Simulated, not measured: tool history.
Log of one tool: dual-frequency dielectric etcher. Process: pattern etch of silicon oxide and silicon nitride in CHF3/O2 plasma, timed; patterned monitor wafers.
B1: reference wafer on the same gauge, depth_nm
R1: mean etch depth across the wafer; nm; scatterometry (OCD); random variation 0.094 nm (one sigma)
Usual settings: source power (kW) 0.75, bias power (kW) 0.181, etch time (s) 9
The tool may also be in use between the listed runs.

Run 1, hour 0: usual settings but source power (kW) 0.61; B1 14.49. Result: R1 12.49 nm.
Run 2, hour 31.2: usual settings but source power (kW) 0.61; B1 14.5. Result: R1 12.57 nm.
Run 3, hour 55.5: usual settings but bias power (kW) 0.153; B1 14.48. Result: R1 12.69 nm.
Run 4, hour 72.6: usual settings but bias power (kW) 0.153; B1 14.48. Result: R1 12.41 nm.
Run 5, hour 93: usual settings but bias power (kW) 0.153; B1 14.47. Result: R1 12.55 nm.
At hour 124.5: wet clean of the chamber.
Run 6, hour 127.7: usual settings but source power (kW) 0.66, etch time (s) 8.5; B1 14.51. Result: R1 12.94 nm.
Run 7, hour 161.1: usual settings but bias power (kW) 0.159; B1 14.51. Result: R1 13.52 nm.
At hour 168.2: bias power generator calibrated.
Run 8, hour 177.2: usual settings but source power (kW) 0.89, etch time (s) 7.5; B1 14.53. Result: R1 12.76 nm.
At hour 213: upper electrode replaced.
Run 9, hour 213.5: usual settings but source power (kW) 0.87, etch time (s) 10; B1 14.5. Result: R1 16.6 nm.
Run 10, hour 254.9: usual settings but source power (kW) 0.9, bias power (kW) 0.205, etch time (s) 10.5; B1 14.52. Result: R1 18.69 nm.
Run 11, hour 277.5: usual settings; B1 14.53. Result: R1 13.97 nm.
At hour 279.4: gauge calibrated.
At hour 282.6: source power generator calibrated.
Run 12, hour 299.6: usual settings but source power (kW) 0.57, bias power (kW) 0.222, etch time (s) 10; B1 14.5. Result: R1 15.43 nm.
Run 13, hour 317.7: usual settings but source power (kW) 0.61; B1 14.47. Result: R1 12.91 nm.
Run 14, hour 345.8: usual settings; B1 14.52. Result: R1 14.03 nm.
Run 15, hour 363.5: usual settings but bias power (kW) 0.149, etch time (s) 7.5; B1 14.52. Result: R1 10.77 nm.

5 ways to go on from here, each from the tool as it stands after run 15. What would each give?
Run A, hour 363.9: usual settings but source power (kW) 0.88; B1 ?. Result: R1 ?.
Run B, hour 363.9: usual settings but source power (kW) 0.82, bias power (kW) 0.168; B1 ?. Result: R1 ?.
Run C, hour 363.9: usual settings but etch time (s) 8; B1 ?. Result: R1 ?.
Run D, hour 363.9: usual settings but etch time (s) 10.5; B1 ?. Result: R1 ?.
Run E, hour 363.9: usual settings but bias power (kW) 0.155; B1 ?. Result: R1 ?.

run     B1     R1
  A  14.48  14.98
  B  14.48  14.11
  C  14.48  12.49
  D  14.48  16.39
  E  14.48  13.14
Without the tool's hidden state the same runs would have given:
run     R1
  A  15.31
  B  14.42
  C  12.76
  D  16.75
  E  13.43

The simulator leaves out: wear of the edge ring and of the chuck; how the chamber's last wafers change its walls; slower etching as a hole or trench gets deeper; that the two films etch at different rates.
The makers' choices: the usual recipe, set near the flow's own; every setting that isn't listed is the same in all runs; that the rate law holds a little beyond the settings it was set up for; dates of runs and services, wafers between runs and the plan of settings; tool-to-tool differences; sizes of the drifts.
